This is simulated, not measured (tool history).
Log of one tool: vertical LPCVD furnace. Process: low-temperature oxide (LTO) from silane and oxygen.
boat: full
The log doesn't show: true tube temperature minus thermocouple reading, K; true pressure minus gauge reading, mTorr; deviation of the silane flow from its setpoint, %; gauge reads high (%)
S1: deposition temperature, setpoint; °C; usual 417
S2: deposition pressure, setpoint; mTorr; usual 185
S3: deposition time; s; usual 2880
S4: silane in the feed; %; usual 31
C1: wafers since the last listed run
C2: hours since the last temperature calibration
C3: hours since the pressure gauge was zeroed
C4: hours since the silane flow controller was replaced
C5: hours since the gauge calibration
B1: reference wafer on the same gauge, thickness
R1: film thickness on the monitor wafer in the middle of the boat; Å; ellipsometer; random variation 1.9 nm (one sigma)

run    day   S1   S2    S3  S4   C1      C2      C3      C4     C5      B1      R1
  1      0  417  170  2880  31    0  4457.4  2171.7  2916.9  245.5  317.72  3021.7
  2  0.688  417  185  3570  31  195  4473.9  2188.2  2933.4    262  316.35  4028.5
  3  1.025  417  185  3570  31   95    4482  2196.3  2941.5  270.1  316.44  4062.2
  4  1.729  417  185  3570  31  199  4498.9  2213.2  2958.4    287  316.23  4068.3
  5  2.496  417  185  2880  31  217  4517.3  2231.6  2976.8  305.4  317.13    3296
  6    2.8  417  185  3390  31   86  4524.6  2238.9  2984.1  312.7  317.15  3882.8
  7  3.304  417  185  3390  31  143  4536.7    2251  2996.2  324.8  316.97  3851.4
  8  3.567  417  185  2880  31   74    4543  2257.3  3002.5  331.1  316.66  3309.6
  9  4.142  417  185  2880  31  163  4556.8  2271.1  3016.3  344.9  316.29  3316.1
 10  4.808  417  185  2880  31  189  4572.8  2287.1  3032.3  360.9  317.14  3264.9
 11  5.438  417  150  2880  31  178  4587.9  2302.2  3047.4    376  317.09  2691.7
     6.575  -- silane flow controller replaced
 12  6.596  417  185  2880  31   44  4615.7    2330     0.5  403.8  316.27  3264.3
 13  6.779  417  185  2880  31   52  4620.1  2334.4     4.9  408.2  316.68  3302.7
 14  7.379  417  185  2310  31  170  4634.5  2348.8    19.3  422.6  316.59  2630.8

Run 15 comes next. What will it give?
 15  7.946  417  150  2880  31  160  4648.1  2362.4  32.9  436.2   ?   ?

{"run 15": {"B1": 316.82, "R1": 2675.6}}
Without the tool's hidden state the same run would have given R1 2675.6 Å.

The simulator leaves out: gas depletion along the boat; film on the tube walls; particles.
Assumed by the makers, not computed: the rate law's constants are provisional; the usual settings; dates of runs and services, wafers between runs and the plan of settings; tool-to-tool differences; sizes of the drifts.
